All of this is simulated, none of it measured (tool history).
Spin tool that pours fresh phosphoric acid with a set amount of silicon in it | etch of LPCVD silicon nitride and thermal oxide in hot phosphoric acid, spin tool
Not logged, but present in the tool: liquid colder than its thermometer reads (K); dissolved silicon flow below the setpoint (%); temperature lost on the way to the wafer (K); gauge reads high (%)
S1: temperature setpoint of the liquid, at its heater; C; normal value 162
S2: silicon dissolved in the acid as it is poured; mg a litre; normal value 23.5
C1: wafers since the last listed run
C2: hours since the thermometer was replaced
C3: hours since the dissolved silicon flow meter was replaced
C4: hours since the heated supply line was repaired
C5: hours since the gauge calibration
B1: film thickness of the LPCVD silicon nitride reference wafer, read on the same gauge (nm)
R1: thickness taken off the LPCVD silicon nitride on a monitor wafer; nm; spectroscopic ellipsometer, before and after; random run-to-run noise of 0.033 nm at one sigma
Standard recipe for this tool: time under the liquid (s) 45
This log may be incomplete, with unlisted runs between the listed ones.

run 1 day=0 | S1=162 S2=23.5 time_under_the_liquid_(s)=45 | C1=0 C2=2737.7 C3=188.4 C4=3605 C5=603.9 | B1=91.922 | R1=4.117
run 2 day=0.621 | S1=162 S2=23.5 time_under_the_liquid_(s)=45 | C1=170 C2=2752.6 C3=203.3 C4=3619.9 C5=618.8 | B1=91.99 | R1=4.128
-- day=0.771 thermometer replaced
run 3 day=2.1 | S1=162 S2=23.5 time_under_the_liquid_(s)=45 | C1=395 C2=31.9 C3=238.8 C4=3655.4 C5=654.3 | B1=92.221 | R1=4.207
-- day=2.754 heated supply line repaired
run 4 day=4.396 | S1=162 S2=23.5 time_under_the_liquid_(s)=45 | C1=619 C2=87 C3=293.9 C4=39.4 C5=709.4 | B1=92.541 | R1=4.123
run 5 day=5.817 | S1=162 S2=23.5 time_under_the_liquid_(s)=45 | C1=390 C2=121.1 C3=328 C4=73.5 C5=743.5 | B1=92.812 | R1=4.146
run 6 day=7.267 | S1=162 S2=9 time_under_the_liquid_(s)=45 | C1=398 C2=155.9 C3=362.8 C4=108.3 C5=778.3 | B1=92.98 | R1=4.258
run 7 day=8.412 | S1=163 S2=23.5 time_under_the_liquid_(s)=45 | C1=315 C2=183.4 C3=390.3 C4=135.8 C5=805.8 | B1=93.239 | R1=4.324
-- day=8.825 gauge calibrated
run 8 day=9.325 | S1=162 S2=6 time_under_the_liquid_(s)=25 | C1=250 C2=205.3 C3=412.2 C4=157.7 C5=12 | B1=89.984 | R1=2.243
run 9 day=10.554 | S1=162 S2=23.5 time_under_the_liquid_(s)=45 | C1=337 C2=234.8 C3=441.7 C4=187.2 C5=41.5 | B1=89.964 | R1=4.035
run 10 day=11.538 | S1=162 S2=23.5 time_under_the_liquid_(s)=45 | C1=270 C2=258.4 C3=465.3 C4=210.8 C5=65.1 | B1=89.98 | R1=4.131
run 11 day=12.729 | S1=159.5 S2=10.5 time_under_the_liquid_(s)=30 | C1=327 C2=287 C3=493.9 C4=239.4 C5=93.7 | B1=89.993 | R1=2.479
run 12 day=13.279 | S1=162 S2=9 time_under_the_liquid_(s)=45 | C1=151 C2=300.2 C3=507.1 C4=252.6 C5=106.9 | B1=90.021 | R1=4.092
run 13 day=13.946 | S1=162 S2=16 time_under_the_liquid_(s)=45 | C1=183 C2=316.2 C3=523.1 C4=268.6 C5=122.9 | B1=90 | R1=4.014
-- day=14.075 dissolved silicon flow meter replaced
run 14 day=14.683 | S1=162 S2=23.5 time_under_the_liquid_(s)=45 | C1=191 C2=333.9 C3=14.6 C4=286.3 C5=140.6 | B1=90.009 | R1=4.061
run 15 day=16.146 | S1=162 S2=6.5 time_under_the_liquid_(s)=45 | C1=402 C2=369 C3=49.7 C4=321.4 C5=175.7 | B1=90.072 | R1=4.08
run 16 day=17.308 | S1=162 S2=23.5 time_under_the_liquid_(s)=45 | C1=319 C2=396.9 C3=77.6 C4=349.3 C5=203.6 | B1=90.136 | R1=3.989
run 17 day=19.529 | S1=162 S2=23.5 time_under_the_liquid_(s)=20 | C1=610 C2=450.2 C3=130.9 C4=402.6 C5=256.9 | B1=90.278 | R1=1.816
run 18 day=20.9 | S1=162 S2=30 time_under_the_liquid_(s)=45 | C1=376 C2=483.1 C3=163.8 C4=435.5 C5=289.8 | B1=90.316 | R1=4.042
run 19 day=21.775 | S1=162 S2=23.5 time_under_the_liquid_(s)=45 | C1=240 C2=504.1 C3=184.8 C4=456.5 C5=310.8 | B1=90.421 | R1=4.029
run 20 day=22.558 | S1=161 S2=23.5 time_under_the_liquid_(s)=45 | C1=215 C2=522.9 C3=203.6 C4=475.3 C5=329.6 | B1=90.464 | R1=3.934
run 21 day=23.65 | S1=159 S2=23.5 time_under_the_liquid_(s)=60 | C1=300 C2=549.1 C3=229.8 C4=501.5 C5=355.8 | B1=90.526 | R1=4.934

What if the next run were any one of these 5? Each begins from the tool's condition after run 21:
run A day=23.667 | S1=162 S2=23.5 time_under_the_liquid_(s)=45 | C1=4 C2=549.5 C3=230.2 C4=501.9 C5=356.2 | B1=? | R1=?
run B day=23.667 | S1=162 S2=23.5 time_under_the_liquid_(s)=25 | C1=4 C2=549.5 C3=230.2 C4=501.9 C5=356.2 | B1=? | R1=?
run C day=23.667 | S1=162 S2=39.5 time_under_the_liquid_(s)=45 | C1=4 C2=549.5 C3=230.2 C4=501.9 C5=356.2 | B1=? | R1=?
run D day=23.667 | S1=160.5 S2=8.5 time_under_the_liquid_(s)=60 | C1=4 C2=549.5 C3=230.2 C4=501.9 C5=356.2 | B1=? | R1=?
run E day=23.667 | S1=165 S2=12.5 time_under_the_liquid_(s)=65 | C1=4 C2=549.5 C3=230.2 C4=501.9 C5=356.2 | B1=? | R1=?

run=A B1=90.534 R1=4.061
run=B B1=90.534 R1=2.256
run=C B1=90.534 R1=4.061
run=D B1=90.534 R1=5.151
run=E B1=90.534 R1=6.478
Had the tool no hidden state, the same runs would have come out as:
run=A R1=4.038
run=B R1=2.243
run=C R1=4.038
run=D R1=5.121
run=E R1=6.44
